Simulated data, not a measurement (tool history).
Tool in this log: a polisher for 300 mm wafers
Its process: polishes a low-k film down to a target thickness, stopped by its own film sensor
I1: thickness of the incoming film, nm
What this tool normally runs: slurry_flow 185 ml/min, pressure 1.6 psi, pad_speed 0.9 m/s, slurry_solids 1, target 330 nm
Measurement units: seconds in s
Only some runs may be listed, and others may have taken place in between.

{"run": 1, "hour": 0.0, "slurry_flow": 185, "pressure": 1.6, "pad_speed": 0.9, "slurry_solids": 1, "target": 330, "I1": 364.1, "seconds": 134.8}
{"run": 2, "hour": 28.0, "slurry_flow": 185, "pressure": 1.6, "pad_speed": 0.9, "slurry_solids": 1, "target": 330, "I1": 373, "seconds": 169.8}
{"hour": 30.6, "done": "slurry nozzle cleaned"}
{"run": 3, "hour": 47.7, "slurry_flow": 185, "pressure": 1.6, "pad_speed": 0.9, "slurry_solids": 1, "target": 330, "I1": 370.3, "seconds": 166.3}
{"run": 4, "hour": 71.8, "slurry_flow": 185, "pressure": 1.6, "pad_speed": 0.9, "slurry_solids": 1, "target": 330, "I1": 373.5, "seconds": 170.6}
{"run": 5, "hour": 103.6, "slurry_flow": 185, "pressure": 1.6, "pad_speed": 0.9, "slurry_solids": 1, "target": 330, "I1": 376.2, "seconds": 182.4}
{"run": 6, "hour": 129.5, "slurry_flow": 185, "pressure": 1.6, "pad_speed": 0.9, "slurry_solids": 1, "target": 330, "I1": 366.4, "seconds": 144.9}
{"hour": 133.3, "done": "conditioning disc replaced and pad reconditioned"}
{"run": 7, "hour": 146.7, "slurry_flow": 140, "pressure": 1.6, "pad_speed": 0.9, "slurry_solids": 1.3, "target": 330, "I1": 370, "seconds": 148.4}
{"hour": 161.5, "done": "worn pad replaced by a new one"}
{"hour": 169.3, "done": "slurry blender recalibrated"}
{"run": 8, "hour": 181.6, "slurry_flow": 185, "pressure": 1.6, "pad_speed": 0.9, "slurry_solids": 0.75, "target": 317, "I1": 368.8, "seconds": 231.9}
{"run": 9, "hour": 217.2, "slurry_flow": 235, "pressure": 2.1, "pad_speed": 1.2, "slurry_solids": 1, "target": 330, "I1": 371.8, "seconds": 108.7}
{"run": 10, "hour": 233.8, "slurry_flow": 160, "pressure": 1.6, "pad_speed": 0.9, "slurry_solids": 1, "target": 330, "I1": 366.9, "seconds": 147.5}
{"run": 11, "hour": 268.6, "slurry_flow": 185, "pressure": 1.6, "pad_speed": 0.9, "slurry_solids": 1, "target": 330, "I1": 371.7, "seconds": 165.4}
{"run": 12, "hour": 285.3, "slurry_flow": 185, "pressure": 1.6, "pad_speed": 0.9, "slurry_solids": 1, "target": 330, "I1": 369.6, "seconds": 157.1}
{"run": 13, "hour": 307.0, "slurry_flow": 185, "pressure": 1.6, "pad_speed": 0.9, "slurry_solids": 1, "target": 330, "I1": 369, "seconds": 160.1}
{"hour": 332.3, "done": "worn pad replaced by a new one"}
{"run": 14, "hour": 332.8, "slurry_flow": 185, "pressure": 1.6, "pad_speed": 0.9, "slurry_solids": 1, "target": 330, "I1": 374.5, "seconds": 171.7}
{"run": 15, "hour": 342.2, "slurry_flow": 185, "pressure": 1.6, "pad_speed": 0.9, "slurry_solids": 1, "target": 330, "I1": 371.3, "seconds": 163.7}
{"run": 16, "hour": 357.3, "slurry_flow": 165, "pressure": 1.6, "pad_speed": 0.9, "slurry_solids": 1, "target": 330, "I1": 367.4, "seconds": 148.9}
{"run": 17, "hour": 376.2, "slurry_flow": 185, "pressure": 1.6, "pad_speed": 0.9, "slurry_solids": 1.15, "target": 341, "I1": 374.6, "seconds": 123.3}
{"run": 18, "hour": 393.6, "slurry_flow": 185, "pressure": 2.1, "pad_speed": 0.9, "slurry_solids": 1, "target": 330, "I1": 371, "seconds": 136.7}
{"run": 19, "hour": 415.2, "slurry_flow": 185, "pressure": 1.6, "pad_speed": 0.8, "slurry_solids": 1.25, "target": 330, "I1": 365.6, "seconds": 137.4}
{"run": 20, "hour": 434.4, "slurry_flow": 215, "pressure": 1.2, "pad_speed": 1.08, "slurry_solids": 1, "target": 317, "I1": 372.1, "seconds": 235}
{"run": 21, "hour": 454.5, "slurry_flow": 185, "pressure": 2, "pad_speed": 0.9, "slurry_solids": 1, "target": 330, "I1": 369.4, "seconds": 135.7}
{"hour": 466.3, "done": "slurry blender recalibrated"}
{"run": 22, "hour": 476.3, "slurry_flow": 185, "pressure": 2.1, "pad_speed": 0.9, "slurry_solids": 1, "target": 319, "I1": 370.8, "seconds": 171.8}
{"run": 23, "hour": 496.6, "slurry_flow": 185, "pressure": 2, "pad_speed": 0.9, "slurry_solids": 1, "target": 330, "I1": 374.7, "seconds": 155.2}
{"hour": 516.0, "done": "worn pad replaced by a new one"}
{"run": 24, "hour": 518.2, "slurry_flow": 145, "pressure": 1.2, "pad_speed": 1.02, "slurry_solids": 1, "target": 342, "I1": 372.6, "seconds": 146.4}

Estimate the outcome of run 25 from the log above:
{"run": 25, "hour": 553.7, "slurry_flow": 185, "pressure": 1.6, "pad_speed": 0.72, "slurry_solids": 1, "target": 330, "I1": 370.6, "seconds": "?"}

seconds: 183.8 s
The same run, on a tool lacking any hidden state, would have yielded seconds 183.8 s.
